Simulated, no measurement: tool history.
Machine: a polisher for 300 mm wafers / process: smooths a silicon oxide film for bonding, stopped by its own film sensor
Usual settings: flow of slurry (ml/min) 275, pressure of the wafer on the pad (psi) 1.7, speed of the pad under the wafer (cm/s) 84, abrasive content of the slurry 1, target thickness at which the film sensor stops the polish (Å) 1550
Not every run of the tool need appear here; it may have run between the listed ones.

run	hour	flow of slurry (ml/min)	pressure of the wafer on the pad (psi)	speed of the pad under the wafer (cm/s)	abrasive content of the slurry	target thickness at which the film sensor stops the polish (Å)	incoming thickness of the incoming film, nm	time until the film sensor stopped the polish (s)
1	0.0	275	1.7	84	1	1600	198.3	62.6
2	35.2	275	1.7	84	1	1600	200.1	67.2
3	70.3	275	1.7	84	1	1600	201.9	70.4
4	91.6	275	1.7	84	1	1550	199.2	75.5
5	110.2	275	1.7	92	1	1550	200.5	71.4
# hour 119.5: worn pad replaced by a new one
6	123.2	275	1.7	84	1	1550	196.8	72.2
7	137.3	275	1.7	84	1	1550	202.0	79.8
8	164.5	275	1.7	84	1	1550	198.8	75.2
9	192.9	275	1.7	84	1	1430	203.6	104.9
10	217.9	275	1.7	84	1	1430	200.6	103.8
11	240.7	275	1.7	84	1	1550	199.5	81.4
# hour 251.0: head pressure recalibrated
# hour 254.6: worn pad replaced by a new one
12	265.5	275	1.7	84	1	1550	200.7	83.7
# hour 291.5: slurry blender recalibrated
13	301.1	275	1.7	74	1	1550	200.9	82.7

Estimate the outcome of run 14 from the log above:
14	317.1	275	1.7	84	1	1430	199.5	?

Run 14 gave time until the film sensor stopped the polish (s) 88.5.
Minus the tool's unlogged condition, the same run would have read time until the film sensor stopped the polish (s) 88.4.
